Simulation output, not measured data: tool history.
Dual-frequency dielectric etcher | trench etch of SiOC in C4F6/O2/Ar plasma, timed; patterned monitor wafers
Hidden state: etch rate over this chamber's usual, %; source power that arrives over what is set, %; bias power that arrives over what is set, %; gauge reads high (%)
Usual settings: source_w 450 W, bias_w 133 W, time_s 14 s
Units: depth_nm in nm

run,hour,source_w,bias_w,time_s,wafers since the last listed run,hours since the last wet clean,hours since the last source power generator calibration,hours since the last bias power generator calibration,hours since the last upper electrode change,hours since the gauge calibration,"read-back reference wafer on the same gauge, depth_nm",depth_nm
1,0,450,133,14,0,257.3,1642.3,1786.1,3941.8,190.8,29.94,28.43
2,102.1,450,133,14,2184,359.4,1744.4,1888.2,4043.9,292.9,29.94,28.19
3,141.2,450,133,14,836,398.5,1783.5,1927.3,4083,332,29.92,28.15
4,206.9,450,133,14,1405,464.2,1849.2,1993,4148.7,397.7,29.92,27.97
# hour 316.9: wet clean of the chamber
5,317.4,450,133,14,1850,0.5,1959.7,2103.5,4259.2,508.2,29.88,29.24
6,399.4,450,133,14,1754,82.5,2041.7,2185.5,4341.2,590.2,29.91,29.1
7,441.2,380,133,14,894,124.3,2083.5,2227.3,4383,632,29.9,27.3
8,497.1,380,133,14,1196,180.2,2139.4,2283.2,4438.9,687.9,29.88,27.54
# hour 534.4: bias power generator calibrated
# hour 600.5: gauge calibrated
9,601,380,133,14,2137,284.1,2243.3,66.6,4542.8,0.5,29.89,26.97
10,702.6,350,108,14,2174,385.7,2344.9,168.2,4644.4,102.1,29.92,23.74
11,848.6,450,133,14,3124,531.7,2490.9,314.2,4790.4,248.1,29.91,28.07
# hour 872.9: source power generator calibrated
# hour 881.7: wet clean of the chamber
12,914.5,450,154,14,1135,32.8,41.6,380.1,4856.3,314,29.89,30.93
# hour 943: upper electrode replaced
13,989.7,550,157,14,1095,108,116.8,455.3,46.7,389.2,29.89,33.03
14,1062.5,360,108,17.5,1557,180.8,189.6,528.1,119.5,462,29.85,30.04
15,1104.7,540,112,12.5,902,223,231.8,570.3,161.7,504.2,29.89,25.19
16,1150.4,450,133,14,977,268.7,277.5,616,207.4,549.9,29.9,28.33
17,1223.4,510,101,16,1562,341.7,350.5,689,280.4,622.9,29.87,29.6
18,1290.9,530,111,12.5,1444,409.2,418,756.5,347.9,690.4,29.9,24.51
19,1342.4,450,119,14,1101,460.7,469.5,808,399.4,741.9,29.87,26.44

4 ways to go on from here, each from the tool as it stands after run 19. What would each give?
A,1342.8,450,133,14,8,461.1,469.9,808.4,399.8,742.3,?,?
B,1342.8,350,109,14,8,461.1,469.9,808.4,399.8,742.3,?,?
C,1342.8,510,133,14,8,461.1,469.9,808.4,399.8,742.3,?,?
D,1342.8,400,144,14,8,461.1,469.9,808.4,399.8,742.3,?,?

run,"read-back reference wafer on the same gauge, depth_nm",depth_nm
A,29.87,27.86
B,29.87,23.46
C,29.87,29.05
D,29.87,27.78
Without the tool's hidden state the same runs would have given:
run,depth_nm
A,29.18
B,24.57
C,30.43
D,29.09

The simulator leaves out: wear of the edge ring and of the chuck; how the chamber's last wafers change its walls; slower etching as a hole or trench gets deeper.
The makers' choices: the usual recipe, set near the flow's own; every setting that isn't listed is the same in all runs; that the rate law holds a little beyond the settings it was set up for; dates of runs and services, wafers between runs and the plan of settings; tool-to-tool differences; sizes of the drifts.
